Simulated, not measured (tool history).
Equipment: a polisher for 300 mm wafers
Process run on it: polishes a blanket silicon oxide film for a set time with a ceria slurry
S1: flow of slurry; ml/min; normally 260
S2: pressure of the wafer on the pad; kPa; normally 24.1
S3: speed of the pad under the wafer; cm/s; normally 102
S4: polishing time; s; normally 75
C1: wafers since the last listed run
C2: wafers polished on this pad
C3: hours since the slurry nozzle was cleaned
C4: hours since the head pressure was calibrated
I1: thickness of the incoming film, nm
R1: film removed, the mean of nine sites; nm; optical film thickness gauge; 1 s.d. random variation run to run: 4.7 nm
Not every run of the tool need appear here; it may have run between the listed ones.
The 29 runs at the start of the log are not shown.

| run | hour | S1 | S2 | S3 | S4 | C1 | C2 | C3 | C4 | I1 | R1 |
|---|---|---|---|---|---|---|---|---|---|---|---|
|  | 767.6 | head pressure recalibrated |
| 30 | 768.1 | 260 | 24.1 | 102 | 75 | 230 | 1810 | 292.7 | 0.5 | 1808.7 | 287.4 |
| 31 | 798.5 | 260 | 24.1 | 102 | 75 | 409 | 2219 | 323.1 | 30.9 | 1794.5 | 286.0 |
|  | 838.3 | slurry nozzle cleaned |
| 32 | 840.8 | 260 | 24.1 | 102 | 75 | 556 | 2775 | 2.5 | 73.2 | 1852.8 | 322.8 |
|  | 848.5 | worn pad replaced by a new one |
| 33 | 867.7 | 235 | 24.1 | 102 | 75 | 308 | 258 | 29.4 | 100.1 | 1836.2 | 304.7 |
| 34 | 899.8 | 180 | 24.1 | 102 | 75 | 432 | 690 | 61.5 | 132.2 | 1825.3 | 295.0 |
| 35 | 926.6 | 260 | 24.1 | 118 | 95 | 360 | 1051 | 88.3 | 159.0 | 1857.2 | 461.6 |
| 36 | 1014.4 | 210 | 31.7 | 102 | 68 | 1182 | 2233 | 176.1 | 246.8 | 1832.1 | 342.5 |
| 37 | 1041.4 | 260 | 24.1 | 70 | 75 | 363 | 2597 | 203.1 | 273.8 | 1829.8 | 207.7 |
|  | 1059.0 | worn pad replaced by a new one |
| 38 | 1059.5 | 260 | 24.1 | 102 | 63 | 189 | 7 | 221.2 | 291.9 | 1792.8 | 250.7 |

Consider 3 possible next runs. They are alternatives, not a sequence: every one starts from the tool as it was left by run 38. What does each give?
| A | 1059.9 | 175 | 24.1 | 102 | 75 | 5 | 12 | 221.6 | 292.3 | 1829.2 | ? |
| B | 1059.9 | 215 | 17.2 | 120 | 88 | 5 | 12 | 221.6 | 292.3 | 1829.2 | ? |
| C | 1059.9 | 305 | 24.1 | 102 | 97 | 5 | 12 | 221.6 | 292.3 | 1829.2 | ? |

| run | R1 |
|---|---|
| A | 267.9 |
| B | 278.7 |
| C | 390.8 |
Without the tool's hidden state the same runs would have given:
| run | R1 |
|---|---|
| A | 298.0 |
| B | 303.8 |
| C | 415.0 |
